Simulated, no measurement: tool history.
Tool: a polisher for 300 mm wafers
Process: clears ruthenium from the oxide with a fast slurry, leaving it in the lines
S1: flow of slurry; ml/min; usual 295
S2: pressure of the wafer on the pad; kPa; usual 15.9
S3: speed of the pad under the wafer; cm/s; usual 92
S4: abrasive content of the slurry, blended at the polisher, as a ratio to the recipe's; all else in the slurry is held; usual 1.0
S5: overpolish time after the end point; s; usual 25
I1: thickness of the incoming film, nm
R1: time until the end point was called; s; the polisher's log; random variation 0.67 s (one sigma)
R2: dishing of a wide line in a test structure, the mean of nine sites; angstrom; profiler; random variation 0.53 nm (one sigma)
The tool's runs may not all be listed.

| run | day | S1 | S2 | S3 | S4 | S5 | I1 | R1 | R2 |
|---|---|---|---|---|---|---|---|---|---|
| 1 | 0.000 | 295 | 15.9 | 92 | 1.2 | 25 | 140.3 | 46.2 | 368 |
| 2 | 2.362 | 295 | 15.9 | 92 | 1.0 | 25 | 139.0 | 51.1 | 346 |
|  | 2.612 | worn pad replaced by a new one |
| 3 | 3.900 | 295 | 15.9 | 92 | 1.0 | 25 | 137.3 | 43.1 | 370 |
| 4 | 6.450 | 295 | 15.9 | 92 | 1.0 | 35 | 139.8 | 46.5 | 399 |
| 5 | 9.150 | 295 | 15.9 | 92 | 1.0 | 25 | 138.9 | 49.8 | 353 |
| 6 | 10.488 | 370 | 13.1 | 92 | 1.0 | 25 | 138.0 | 56.9 | 329 |
| 7 | 12.083 | 370 | 13.1 | 92 | 1.0 | 25 | 139.8 | 59.2 | 323 |
|  | 12.775 | slurry nozzle cleaned |
|  | 13.150 | slurry blender recalibrated |
| 8 | 13.658 | 295 | 15.9 | 92 | 1.0 | 25 | 138.7 | 45.8 | 362 |
| 9 | 15.300 | 350 | 15.9 | 92 | 1.0 | 25 | 139.4 | 46.3 | 350 |
|  | 16.925 | worn pad replaced by a new one |
| 10 | 17.038 | 295 | 15.9 | 106 | 1.0 | 25 | 141.8 | 37.0 | 401 |
| 11 | 18.667 | 345 | 11.7 | 92 | 1.0 | 25 | 139.7 | 59.7 | 316 |
|  | 20.762 | head pressure recalibrated |
| 12 | 21.988 | 295 | 15.9 | 92 | 1.0 | 25 | 141.4 | 48.5 | 349 |
| 13 | 23.992 | 295 | 15.9 | 72 | 1.0 | 25 | 143.1 | 63.4 | 309 |
|  | 25.225 | slurry nozzle cleaned |
| 14 | 26.029 | 295 | 15.9 | 92 | 1.0 | 25 | 141.3 | 47.2 | 354 |
| 15 | 27.075 | 295 | 15.9 | 104 | 1.0 | 35 | 138.8 | 40.3 | 422 |
|  | 29.562 | worn pad replaced by a new one |
| 16 | 29.892 | 295 | 17.9 | 92 | 1.0 | 25 | 139.0 | 38.5 | 390 |
| 17 | 31.888 | 210 | 17.9 | 92 | 1.2 | 16 | 140.1 | 41.2 | 308 |
|  | 32.858 | slurry blender recalibrated |
| 18 | 34.700 | 350 | 10.3 | 64 | 1.0 | 25 | 138.6 | 100.7 | 220 |
| 19 | 37.246 | 295 | 15.9 | 92 | 1.0 | 25 | 139.1 | 48.4 | 339 |
| 20 | 40.008 | 295 | 15.9 | 92 | 1.0 | 25 | 141.0 | 50.9 | 351 |
|  | 40.996 | slurry nozzle cleaned |
| 21 | 44.475 | 295 | 15.9 | 92 | 1.0 | 25 | 142.5 | 49.0 | 352 |
|  | 44.917 | worn pad replaced by a new one |
| 22 | 47.083 | 295 | 15.9 | 92 | 1.0 | 34 | 140.2 | 44.7 | 406 |
| 23 | 48.933 | 295 | 15.9 | 92 | 1.0 | 25 | 140.6 | 47.9 | 362 |
|  | 50.258 | slurry blender recalibrated |
|  | 50.717 | head pressure recalibrated |
| 24 | 50.946 | 295 | 20.0 | 82 | 1.0 | 25 | 138.8 | 43.9 | 368 |

The next listed run, before its measurement:
| 25 | 53.150 | 380 | 15.9 | 92 | 1.0 | 32 | 140.2 | ? | ? |

R1: 46.9 s
R2: 393 angstrom
Without the tool's hidden state the same run would have given R1 39.8 s, R2 415 angstrom.
